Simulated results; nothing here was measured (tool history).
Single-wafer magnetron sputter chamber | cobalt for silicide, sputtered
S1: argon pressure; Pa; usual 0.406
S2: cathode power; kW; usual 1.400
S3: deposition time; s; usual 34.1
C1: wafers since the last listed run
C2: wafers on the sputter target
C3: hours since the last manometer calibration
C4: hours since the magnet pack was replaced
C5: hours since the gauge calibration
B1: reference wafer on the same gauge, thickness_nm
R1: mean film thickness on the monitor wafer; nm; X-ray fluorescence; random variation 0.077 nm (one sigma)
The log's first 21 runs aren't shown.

Run 22, day 44.683: usual settings but S1 0.554 Pa, S2 1.650 kW, S3 38.7 s; C1 717; C2 5251; C3 826.8; C4 343.8; C5 360.8; B1 20.084. Result: R1 26.943 nm.
Run 23, day 46.817: usual settings but S2 1.550 kW; C1 1052; C2 6303; C3 878.0; C4 395.0; C5 412.0; B1 20.104. Result: R1 23.489 nm.
Run 24, day 48.638: usual settings; C1 898; C2 7201; C3 921.7; C4 438.7; C5 455.7; B1 20.100. Result: R1 21.315 nm.
Run 25, day 49.996: usual settings but S1 0.557 Pa, S2 1.100 kW, S3 36.4 s; C1 669; C2 7871; C3 954.3; C4 471.3; C5 488.3; B1 20.079. Result: R1 16.671 nm.
Run 26, day 51.250: usual settings; C1 618; C2 8489; C3 984.4; C4 501.4; C5 518.4; B1 20.074. Result: R1 20.852 nm.
Run 27, day 52.996: usual settings but S2 1.050 kW; C1 861; C2 9350; C3 1026.3; C4 543.3; C5 560.3; B1 20.103. Result: R1 15.578 nm.
At day 54.821: sputter target and shields replaced.
Run 28, day 55.833: usual settings but S3 30.8 s; C1 1235; C2 499; C3 1094.4; C4 611.4; C5 628.4; B1 20.061. Result: R1 19.729 nm.
Run 29, day 58.325: usual settings but S1 0.534 Pa, S2 1.500 kW, S3 38.6 s; C1 1228; C2 1728; C3 1154.2; C4 671.2; C5 688.2; B1 20.098. Result: R1 25.066 nm.
Run 30, day 63.900: usual settings but S1 0.501 Pa, S2 1.600 kW, S3 27.3 s; C1 2749; C2 4478; C3 1288.0; C4 805.0; C5 822.0; B1 20.124. Result: R1 19.059 nm.
Run 31, day 66.596: usual settings but S1 0.300 Pa; C1 1329; C2 5807; C3 1352.7; C4 869.7; C5 886.7; B1 20.093. Result: R1 22.323 nm.
Run 32, day 69.146: usual settings but S1 0.500 Pa, S3 40.8 s; C1 1257; C2 7065; C3 1413.9; C4 930.9; C5 947.9; B1 20.123. Result: R1 24.447 nm.
Run 33, day 70.338: usual settings; C1 587; C2 7653; C3 1442.5; C4 959.5; C5 976.5; B1 20.106. Result: R1 21.126 nm.
Run 34, day 72.750: usual settings but S1 0.522 Pa; C1 1189; C2 8842; C3 1500.4; C4 1017.4; C5 1034.4; B1 20.061. Result: R1 20.081 nm.

Forecast each of these 5 alternatives for the next run:
Run A, day 72.767: usual settings; C1 8; C2 8851; C3 1500.8; C4 1017.8; C5 1034.8; B1 ?. Result: R1 ?.
Run B, day 72.767: usual settings but S1 0.259 Pa; C1 8; C2 8851; C3 1500.8; C4 1017.8; C5 1034.8; B1 ?. Result: R1 ?.
Run C, day 72.767: usual settings but S1 0.357 Pa; C1 8; C2 8851; C3 1500.8; C4 1017.8; C5 1034.8; B1 ?. Result: R1 ?.
Run D, day 72.767: usual settings but S1 0.318 Pa; C1 8; C2 8851; C3 1500.8; C4 1017.8; C5 1034.8; B1 ?. Result: R1 ?.
Run E, day 72.767: usual settings but S2 1.750 kW, S3 40.7 s; C1 8; C2 8851; C3 1500.8; C4 1017.8; C5 1034.8; B1 ?. Result: R1 ?.

run      B1      R1
  A  20.094  20.928
  B  20.094  22.155
  C  20.094  21.327
  D  20.094  21.651
  E  20.094  31.106
Without the tool's hidden state the same runs would have given:
run      R1
  A  21.786
  B  23.160
  C  22.232
  D  22.595
  E  32.381
